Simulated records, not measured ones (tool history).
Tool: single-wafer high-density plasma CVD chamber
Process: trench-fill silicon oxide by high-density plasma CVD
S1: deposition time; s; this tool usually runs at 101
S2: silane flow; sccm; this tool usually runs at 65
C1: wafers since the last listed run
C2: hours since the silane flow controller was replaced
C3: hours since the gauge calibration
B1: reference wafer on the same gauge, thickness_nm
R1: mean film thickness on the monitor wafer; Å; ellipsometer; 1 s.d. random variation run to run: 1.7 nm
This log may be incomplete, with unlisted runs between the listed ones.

run,hour,S1,S2,C1,C2,C3,B1,R1
1,0.0,92,71,0,1544.6,317.8,656.827,6702.90
2,66.9,92,71,1087,1611.5,384.7,656.913,6732.15
3,109.1,92,71,686,1653.7,426.9,657.076,6713.39
4,186.6,86,59,1259,1731.2,504.4,656.879,5636.29
5,225.8,86,59,637,1770.4,543.6,657.247,5635.43
6,318.3,86,59,1503,1862.9,636.1,657.438,5633.23
7,415.0,101,61,1572,1959.6,732.8,657.043,6740.44
# hour 418.4: gauge calibrated
8,500.6,111,78,1391,2045.2,82.2,656.865,8586.61
9,603.6,101,56,1674,2148.2,185.2,657.200,6423.88
10,655.2,86,59,838,2199.8,236.8,656.892,5652.05
# hour 664.8: silane flow controller replaced
11,745.9,101,65,1344,81.1,327.5,657.277,6846.56
12,833.0,116,65,1415,168.2,414.6,656.346,7856.91
13,940.0,113,65,1739,275.2,521.6,657.210,7690.17
14,1002.2,88,65,1011,337.4,583.8,657.121,6012.32

Below, each run's measurement less what the same run would have read without the hidden state. Both values contain the same run-to-run variation, but the gauge's scatter may not be the same in both:
Unlogged tool condition in this case: delivered silane flow above the setpoint (%); gauge reads high (%).
run,R1
1,+176.12
2,+179.87
3,+181.13
4,+154.59
5,+155.76
6,+158.30
7,+192.33
8,+247.95
9,+187.87
10,+166.25
11,+29.42
12,+59.80
13,+86.27
14,+78.79
